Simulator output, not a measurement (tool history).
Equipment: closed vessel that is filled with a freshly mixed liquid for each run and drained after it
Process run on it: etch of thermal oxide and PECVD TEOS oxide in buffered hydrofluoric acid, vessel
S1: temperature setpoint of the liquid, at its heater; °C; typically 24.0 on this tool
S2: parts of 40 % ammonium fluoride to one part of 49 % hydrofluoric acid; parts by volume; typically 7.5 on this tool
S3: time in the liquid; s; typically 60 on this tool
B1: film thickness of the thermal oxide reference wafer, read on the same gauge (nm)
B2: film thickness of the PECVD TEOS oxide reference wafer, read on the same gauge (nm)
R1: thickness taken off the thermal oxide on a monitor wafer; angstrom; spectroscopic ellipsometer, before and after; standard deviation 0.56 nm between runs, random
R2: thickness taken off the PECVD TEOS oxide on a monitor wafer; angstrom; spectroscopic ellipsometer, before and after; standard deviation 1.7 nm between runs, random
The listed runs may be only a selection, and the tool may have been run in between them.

run,day,S1,S2,S3,B1,B2,R1,R2
1,0.000,22.0,9.0,60,80.01,60.00,612.8,2086.7
2,1.771,24.0,7.5,85,80.00,60.01,1183.8,4027.7
3,4.304,24.0,7.5,85,79.97,59.98,1182.7,3968.1
# day 5.633: hydrofluoric acid flow meter replaced
4,6.812,24.0,7.5,85,80.01,59.99,1192.1,4042.0
5,8.142,24.0,7.5,60,80.02,60.01,850.2,2809.3
6,9.588,24.0,7.5,60,80.01,60.00,853.8,2833.3
7,12.538,27.0,6.5,85,79.97,60.00,1619.4,5453.3
8,13.971,21.0,7.5,60,80.04,60.01,716.0,2396.2
9,15.312,24.0,9.0,60,80.01,60.02,690.4,2311.1
10,16.908,24.0,7.5,60,79.99,60.00,842.0,2843.8
# day 17.675: gauge calibrated
# day 17.971: thermometer replaced
11,18.908,22.0,9.0,60,79.99,60.01,616.1,2095.9
12,20.208,21.5,10.5,90,80.02,59.99,803.1,2719.5
13,23.012,21.0,7.5,30,80.00,59.99,354.5,1196.0
14,25.238,24.0,7.5,60,80.01,59.99,840.3,2832.7
15,27.550,26.5,6.0,90,80.01,60.02,1759.9,5938.5
16,28.567,26.5,5.0,60,80.02,59.97,1388.1,4637.3
17,30.317,24.0,7.5,60,79.99,59.98,838.8,2837.2
18,32.454,26.0,7.5,30,79.99,59.99,464.1,1587.0
19,34.417,24.0,7.5,60,79.95,59.98,839.3,2826.1
20,37.367,26.0,5.5,30,80.01,60.03,618.1,2068.3
21,39.008,22.0,5.5,40,80.01,60.00,654.9,2237.2
22,41.654,24.0,7.5,60,80.00,59.98,847.3,2822.6
23,43.758,24.0,7.5,60,80.03,60.01,843.5,2817.3
24,45.138,28.0,5.0,95,80.02,60.00,2379.5,7994.6
# day 50.696: hydrofluoric acid flow meter replaced
25,53.925,26.5,7.5,80,80.03,60.01,1288.0,4323.6
26,55.617,20.5,5.5,70,79.97,60.01,1066.7,3608.8

What if the next run were any one of these 4? Each begins from the tool's condition after run 26:
A,55.646,24.0,7.5,60,?,?,?,?
B,55.646,28.5,6.5,45,?,?,?,?
C,55.646,22.5,7.5,60,?,?,?,?
D,55.646,28.0,10.0,80,?,?,?,?

run,B1,B2,R1,R2
A,80.01,59.99,833.5,2832.6
B,80.01,59.99,914.2,3106.8
C,80.01,59.99,767.8,2609.3
D,80.01,59.99,1058.7,3597.7
The same runs, with their run-to-run variation unchanged, on a tool lacking any hidden condition would have given:
run,R1,R2
A,833.5,2832.6
B,914.2,3106.8
C,767.8,2609.3
D,1058.7,3597.7

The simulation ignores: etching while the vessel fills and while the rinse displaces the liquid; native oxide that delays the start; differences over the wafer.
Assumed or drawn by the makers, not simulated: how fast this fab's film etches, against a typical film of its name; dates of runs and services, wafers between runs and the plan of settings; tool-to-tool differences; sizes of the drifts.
